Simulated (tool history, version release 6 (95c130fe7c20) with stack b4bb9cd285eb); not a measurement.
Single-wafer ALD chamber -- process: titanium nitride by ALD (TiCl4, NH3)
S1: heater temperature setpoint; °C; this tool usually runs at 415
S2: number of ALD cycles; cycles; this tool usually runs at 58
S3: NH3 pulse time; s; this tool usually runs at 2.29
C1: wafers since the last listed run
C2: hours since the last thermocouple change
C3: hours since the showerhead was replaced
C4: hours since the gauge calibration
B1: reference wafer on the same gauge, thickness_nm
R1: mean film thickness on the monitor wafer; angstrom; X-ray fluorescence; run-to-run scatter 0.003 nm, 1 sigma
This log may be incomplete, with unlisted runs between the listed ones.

| run | hour | S1 | S2 | S3 | C1 | C2 | C3 | C4 | B1 | R1 |
|---|---|---|---|---|---|---|---|---|---|---|
| 1 | 0 | 408 | 58 | 2.29 | 0 | 1490.8 | 5673.8 | 606.9 | 1.05 | 11.92 |
| 2 | 83.1 | 424 | 58 | 2.29 | 252 | 1573.9 | 5756.9 | 690 | 1.05 | 11.95 |
| 3 | 178.9 | 415 | 58 | 2.29 | 290 | 1669.7 | 5852.7 | 785.8 | 1.051 | 11.87 |
| 4 | 275.4 | 415 | 61 | 2.29 | 292 | 1766.2 | 5949.2 | 882.3 | 1.05 | 12.51 |
| 5 | 322.8 | 415 | 58 | 2.29 | 143 | 1813.6 | 5996.6 | 929.7 | 1.05 | 11.88 |
| 6 | 395.6 | 415 | 58 | 2.29 | 220 | 1886.4 | 6069.4 | 1002.5 | 1.051 | 11.89 |
| 7 | 486.2 | 415 | 61 | 2.61 | 274 | 1977 | 6160 | 1093.1 | 1.05 | 12.55 |
|  | 530.2 | showerhead replaced |
|  | 534 | gauge calibrated |
| 8 | 545.6 | 420 | 58 | 2.29 | 155 | 2036.4 | 15.4 | 11.6 | 1.05 | 11.94 |
| 9 | 582.3 | 420 | 58 | 2.29 | 111 | 2073.1 | 52.1 | 48.3 | 1.05 | 11.98 |
| 10 | 658.2 | 415 | 58 | 2.29 | 230 | 2149 | 128 | 124.2 | 1.049 | 11.89 |
|  | 706.5 | thermocouple changed; heater temperature recalibrated |
| 11 | 713.3 | 406 | 48 | 2.96 | 142 | 6.8 | 183.1 | 179.3 | 1.05 | 9.93 |
| 12 | 820.8 | 415 | 58 | 2.29 | 326 | 114.3 | 290.6 | 286.8 | 1.051 | 11.93 |
| 13 | 861.4 | 415 | 58 | 2.29 | 123 | 154.9 | 331.2 | 327.4 | 1.049 | 11.92 |
| 14 | 902.6 | 415 | 66 | 2.29 | 124 | 196.1 | 372.4 | 368.6 | 1.05 | 13.55 |
| 15 | 993.1 | 423 | 58 | 2.76 | 274 | 286.6 | 462.9 | 459.1 | 1.05 | 12 |
| 16 | 1060.8 | 403 | 58 | 2.29 | 205 | 354.3 | 530.6 | 526.8 | 1.05 | 11.81 |
| 17 | 1102.7 | 402 | 51 | 2.63 | 127 | 396.2 | 572.5 | 568.7 | 1.05 | 10.46 |
| 18 | 1148.9 | 425 | 64 | 1.95 | 140 | 442.4 | 618.7 | 614.9 | 1.05 | 13.13 |
| 19 | 1210.1 | 407 | 65 | 2.79 | 185 | 503.6 | 679.9 | 676.1 | 1.05 | 13.31 |

Below are 5 alternative next runs, each starting from the tool's condition after run 19. Predict each:
| A | 1210.6 | 415 | 58 | 1.65 | 1 | 504.1 | 680.4 | 676.6 | ? | ? |
| B | 1210.6 | 415 | 58 | 3.09 | 1 | 504.1 | 680.4 | 676.6 | ? | ? |
| C | 1210.6 | 428 | 49 | 2.29 | 1 | 504.1 | 680.4 | 676.6 | ? | ? |
| D | 1210.6 | 409 | 51 | 2.8 | 1 | 504.1 | 680.4 | 676.6 | ? | ? |
| E | 1210.6 | 420 | 58 | 2.04 | 1 | 504.1 | 680.4 | 676.6 | ? | ? |

| run | B1 | R1 |
|---|---|---|
| A | 1.05 | 11.79 |
| B | 1.05 | 11.99 |
| C | 1.05 | 10.08 |
| D | 1.05 | 10.5 |
| E | 1.05 | 11.88 |
Without the tool's unlogged condition, the same runs would have read:
| run | R1 |
|---|---|
| A | 11.79 |
| B | 11.99 |
| C | 10.08 |
| D | 10.5 |
| E | 11.88 |
